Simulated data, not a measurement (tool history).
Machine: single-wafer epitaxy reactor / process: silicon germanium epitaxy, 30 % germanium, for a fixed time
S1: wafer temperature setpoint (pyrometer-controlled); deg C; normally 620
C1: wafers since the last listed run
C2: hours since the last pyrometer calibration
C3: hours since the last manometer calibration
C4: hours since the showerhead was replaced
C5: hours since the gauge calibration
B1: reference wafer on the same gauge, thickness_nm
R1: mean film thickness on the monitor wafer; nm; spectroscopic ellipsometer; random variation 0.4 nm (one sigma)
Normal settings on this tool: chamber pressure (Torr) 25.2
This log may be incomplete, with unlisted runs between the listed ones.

{"run": 1, "hour": 0.0, "S1": 620, "chamber pressure (Torr)": 22.6, "C1": 0, "C2": 1341.0, "C3": 2129.7, "C4": 5849.2, "C5": 626.4, "B1": 98.183, "R1": 86.085}
{"run": 2, "hour": 44.0, "S1": 616, "chamber pressure (Torr)": 25.2, "C1": 760, "C2": 1385.0, "C3": 2173.7, "C4": 5893.2, "C5": 670.4, "B1": 98.093, "R1": 83.376}
{"run": 3, "hour": 76.6, "S1": 610, "chamber pressure (Torr)": 25.2, "C1": 563, "C2": 1417.6, "C3": 2206.3, "C4": 5925.8, "C5": 703.0, "B1": 98.052, "R1": 74.69}
{"run": 4, "hour": 125.5, "S1": 620, "chamber pressure (Torr)": 25.2, "C1": 844, "C2": 1466.5, "C3": 2255.2, "C4": 5974.7, "C5": 751.9, "B1": 97.998, "R1": 90.02}
{"run": 5, "hour": 156.1, "S1": 623, "chamber pressure (Torr)": 25.2, "C1": 528, "C2": 1497.1, "C3": 2285.8, "C4": 6005.3, "C5": 782.5, "B1": 98.044, "R1": 96.128}
{"run": 6, "hour": 200.4, "S1": 623, "chamber pressure (Torr)": 25.2, "C1": 765, "C2": 1541.4, "C3": 2330.1, "C4": 6049.6, "C5": 826.8, "B1": 98.091, "R1": 95.689}
{"run": 7, "hour": 259.1, "S1": 623, "chamber pressure (Torr)": 25.2, "C1": 1014, "C2": 1600.1, "C3": 2388.8, "C4": 6108.3, "C5": 885.5, "B1": 98.105, "R1": 95.324}
{"hour": 406.6, "done": "capacitance manometer re-zeroed and calibrated"}
{"hour": 421.8, "done": "showerhead replaced"}
{"run": 8, "hour": 449.0, "S1": 620, "chamber pressure (Torr)": 25.2, "C1": 3004, "C2": 1790.0, "C3": 42.4, "C4": 27.2, "C5": 1075.4, "B1": 98.032, "R1": 89.822}
{"run": 9, "hour": 474.2, "S1": 620, "chamber pressure (Torr)": 25.2, "C1": 435, "C2": 1815.2, "C3": 67.6, "C4": 52.4, "C5": 1100.6, "B1": 98.108, "R1": 89.95}
{"hour": 501.4, "done": "gauge calibrated"}
{"run": 10, "hour": 543.3, "S1": 620, "chamber pressure (Torr)": 25.2, "C1": 1193, "C2": 1884.3, "C3": 136.7, "C4": 121.5, "C5": 41.9, "B1": 98.202, "R1": 90.484}
{"run": 11, "hour": 582.2, "S1": 620, "chamber pressure (Torr)": 29.5, "C1": 672, "C2": 1923.2, "C3": 175.6, "C4": 160.4, "C5": 80.8, "B1": 98.136, "R1": 97.179}
{"run": 12, "hour": 626.0, "S1": 616, "chamber pressure (Torr)": 19.9, "C1": 756, "C2": 1967.0, "C3": 219.4, "C4": 204.2, "C5": 124.6, "B1": 98.044, "R1": 76.931}

Run 13 has not been measured yet. What should we expect?
{"run": 13, "hour": 657.0, "S1": 620, "chamber pressure (Torr)": 25.2, "C1": 535, "C2": 1998.0, "C3": 250.4, "C4": 235.2, "C5": 155.6, "B1": "?", "R1": "?"}

{"run 13": {"B1": 98.162, "R1": 89.762}}
Take away the tool's hidden state, keep the run-to-run variation as it was, and the same run would have given R1 83.339 nm.
